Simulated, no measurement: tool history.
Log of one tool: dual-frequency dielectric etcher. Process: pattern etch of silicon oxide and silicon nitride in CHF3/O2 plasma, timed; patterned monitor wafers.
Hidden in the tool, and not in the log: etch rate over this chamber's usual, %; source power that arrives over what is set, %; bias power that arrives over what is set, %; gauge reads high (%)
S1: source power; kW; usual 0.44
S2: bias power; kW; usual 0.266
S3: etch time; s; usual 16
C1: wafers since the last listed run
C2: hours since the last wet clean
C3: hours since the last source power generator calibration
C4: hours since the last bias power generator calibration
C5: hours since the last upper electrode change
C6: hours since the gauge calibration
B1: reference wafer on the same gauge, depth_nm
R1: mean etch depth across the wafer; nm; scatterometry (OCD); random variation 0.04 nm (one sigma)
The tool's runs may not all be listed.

run	day	S1	S2	S3	C1	C2	C3	C4	C5	C6	B1	R1
1	0	0.44	0.266	18.5	0	118.7	5004.6	2443.7	5079.2	612.7	27.19	28.03
2	1.417	0.44	0.266	18.5	638	152.7	5038.6	2477.7	5113.2	646.7	27.2	28.02
3	2.171	0.44	0.266	18.5	339	170.8	5056.7	2495.8	5131.3	664.8	27.18	28.09
# day 3.979: upper electrode replaced
4	4	0.44	0.294	16	373	214.7	5100.6	2539.7	0.5	708.7	27.2	25.38
# day 4.629: gauge calibrated
5	5.633	0.44	0.294	16	735	253.9	5139.8	2578.9	39.7	24.1	27.2	25.41
# day 6.229: source power generator calibrated
6	6.675	0.36	0.266	16	394	278.9	10.7	2603.9	64.7	49.1	27.19	21.58
7	9.471	0.36	0.266	16	1259	346	77.8	2671	131.8	116.2	27.2	21.59
8	10.196	0.36	0.266	16	326	363.4	95.2	2688.4	149.2	133.6	27.21	21.64
9	11.45	0.51	0.266	16	565	393.5	125.3	2718.5	179.3	163.7	27.2	26.05
10	12.688	0.51	0.266	16	557	423.2	155	2748.2	209	193.4	27.21	26.1
11	13.85	0.51	0.266	16	523	451.1	182.9	2776.1	236.9	221.3	27.21	25.95
# day 14.288: bias power generator calibrated
12	14.538	0.34	0.327	16	234	467.6	199.4	6	253.4	237.8	27.21	22.54
13	15.642	0.39	0.234	13	497	494.1	225.9	32.5	279.9	264.3	27.2	16.88
14	16.217	0.39	0.306	13	259	507.9	239.7	46.3	293.7	278.1	27.19	19.21
15	17.2	0.5	0.321	20.5	443	531.5	263.3	69.9	317.3	301.7	27.19	35.19
16	18.046	0.44	0.266	16	381	551.8	283.6	90.2	337.6	322	27.2	23.54
# day 19.254: wet clean of the chamber
17	19.908	0.39	0.306	13	388	15.7	328.3	134.9	382.3	366.7	27.2	19.39
18	20.529	0.44	0.266	13.5	279	30.6	343.2	149.8	397.2	381.6	27.21	20.07
19	21.067	0.35	0.266	12.5	242	43.5	356.1	162.7	410.1	394.5	27.2	16.34
20	21.683	0.4	0.221	20	277	58.3	370.9	177.5	424.9	409.3	27.19	25.7
21	22.833	0.5	0.321	20.5	518	85.9	398.5	205.1	452.5	436.9	27.21	35.53
22	23.8	0.49	0.245	18.5	435	109.1	421.7	228.3	475.7	460.1	27.18	27.93
23	24.712	0.5	0.266	16	411	131	443.6	250.2	497.6	482	27.18	25.32
24	25.633	0.35	0.266	16	414	153.1	465.7	272.3	519.7	504.1	27.21	20.92
25	27.083	0.41	0.266	12	653	187.9	500.5	307.1	554.5	538.9	27.21	17.15
26	27.842	0.36	0.242	12.5	341	206.1	518.7	325.3	572.7	557.1	27.19	15.75
27	29.2	0.52	0.321	13.5	611	238.7	551.3	357.9	605.3	589.7	27.2	23.85
28	30.283	0.44	0.266	16	488	264.7	577.3	383.9	631.3	615.7	27.19	23.64
29	31.017	0.34	0.314	20.5	330	282.3	594.9	401.5	648.9	633.3	27.23	28.52
30	32.462	0.49	0.301	14	651	317	629.6	436.2	683.6	668	27.21	23.25

What the log doesn't show, run by run:
source power that arrives over what is set, %: 0 in every run
gauge reads high (%): 0 in every run
H1: etch rate over this chamber's usual, %
H2: bias power that arrives over what is set, %
run	H1	H2
1	-0.147	4.21
2	-0.208	4.27
3	-0.241	4.3
4	-0.32	4.38
5	-0.39	4.45
6	-0.435	4.49
7	-0.556	4.61
8	-0.587	4.64
9	-0.641	4.69
10	-0.694	4.74
11	-0.744	4.79
12	-0.774	-0.0547
13	-0.821	-0.00824
14	-0.846	0.016
15	-0.889	0.0574
16	-0.925	0.093
17	-0.0413	0.171
18	-0.0681	0.198
19	-0.0913	0.22
20	-0.118	0.246
21	-0.167	0.295
22	-0.209	0.335
23	-0.248	0.374
24	-0.288	0.412
25	-0.351	0.473
26	-0.383	0.505
27	-0.442	0.563
28	-0.488	0.608
29	-0.52	0.639
30	-0.582	0.7
